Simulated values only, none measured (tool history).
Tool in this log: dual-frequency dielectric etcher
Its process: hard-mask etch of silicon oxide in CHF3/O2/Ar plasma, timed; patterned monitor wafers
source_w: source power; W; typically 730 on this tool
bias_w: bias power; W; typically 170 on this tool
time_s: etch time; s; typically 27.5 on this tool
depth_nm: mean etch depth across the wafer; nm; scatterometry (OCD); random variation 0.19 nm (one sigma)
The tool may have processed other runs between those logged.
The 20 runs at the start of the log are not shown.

| run | day | source_w | bias_w | time_s | wafers since the last listed run | hours since the last wet clean | hours since the last source power generator calibration | hours since the last bias power generator calibration | hours since the last upper electrode change | hours since the gauge calibration | read-back reference wafer on the same gauge, depth_nm | depth_nm |
|---|---|---|---|---|---|---|---|---|---|---|---|---|
|  | 63.817 | gauge calibrated |
|  | 65.200 | source power generator calibrated |
|  | 65.371 | wet clean of the chamber |
|  | 66.496 | bias power generator calibrated |
| 21 | 69.196 | 570 | 170 | 27.5 | 3372 | 91.8 | 95.9 | 64.8 | 926.1 | 129.1 | 57.9 | 58.1 |
| 22 | 70.783 | 590 | 159 | 35.0 | 520 | 129.9 | 134.0 | 102.9 | 964.2 | 167.2 | 57.9 | 74.4 |
| 23 | 74.850 | 610 | 211 | 35.5 | 1333 | 227.5 | 231.6 | 200.5 | 1061.8 | 264.8 | 57.8 | 80.3 |
| 24 | 78.083 | 730 | 170 | 27.5 | 1060 | 305.1 | 309.2 | 278.1 | 1139.4 | 342.4 | 57.9 | 65.1 |
| 25 | 80.562 | 830 | 143 | 27.5 | 813 | 364.6 | 368.7 | 337.6 | 1198.9 | 401.9 | 57.9 | 67.4 |
| 26 | 82.650 | 730 | 170 | 27.5 | 684 | 414.7 | 418.8 | 387.7 | 1249.0 | 452.0 | 57.9 | 65.0 |
| 27 | 85.912 | 580 | 205 | 27.5 | 1069 | 493.0 | 497.1 | 466.0 | 1327.3 | 530.3 | 57.8 | 60.5 |
|  | 88.754 | wet clean of the chamber |
| 28 | 88.775 | 730 | 170 | 27.5 | 610 | 0.5 | 565.8 | 534.7 | 1396.0 | 599.0 | 57.9 | 64.7 |
| 29 | 91.208 | 730 | 170 | 32.0 | 798 | 58.9 | 624.2 | 593.1 | 1454.4 | 657.4 | 57.9 | 75.5 |
| 30 | 92.754 | 550 | 170 | 35.0 | 506 | 96.0 | 661.3 | 630.2 | 1491.5 | 694.5 | 57.9 | 72.8 |

Alternative continuations, all from the tool just after run 30; predict every row:
| A | 92.771 | 730 | 189 | 27.5 | 5 | 96.4 | 661.7 | 630.6 | 1491.9 | 694.9 | ? | ? |
| B | 92.771 | 650 | 156 | 30.5 | 5 | 96.4 | 661.7 | 630.6 | 1491.9 | 694.9 | ? | ? |
| C | 92.771 | 730 | 170 | 33.0 | 5 | 96.4 | 661.7 | 630.6 | 1491.9 | 694.9 | ? | ? |
| D | 92.771 | 860 | 170 | 33.0 | 5 | 96.4 | 661.7 | 630.6 | 1491.9 | 694.9 | ? | ? |

| run | read-back reference wafer on the same gauge, depth_nm | depth_nm |
|---|---|---|
| A | 57.9 | 66.1 |
| B | 57.9 | 67.4 |
| C | 57.9 | 77.9 |
| D | 57.9 | 83.8 |
With the hidden condition removed and each run's random variation left untouched, the same runs would have given:
| run | depth_nm |
|---|---|
| A | 66.1 |
| B | 67.4 |
| C | 77.9 |
| D | 83.8 |
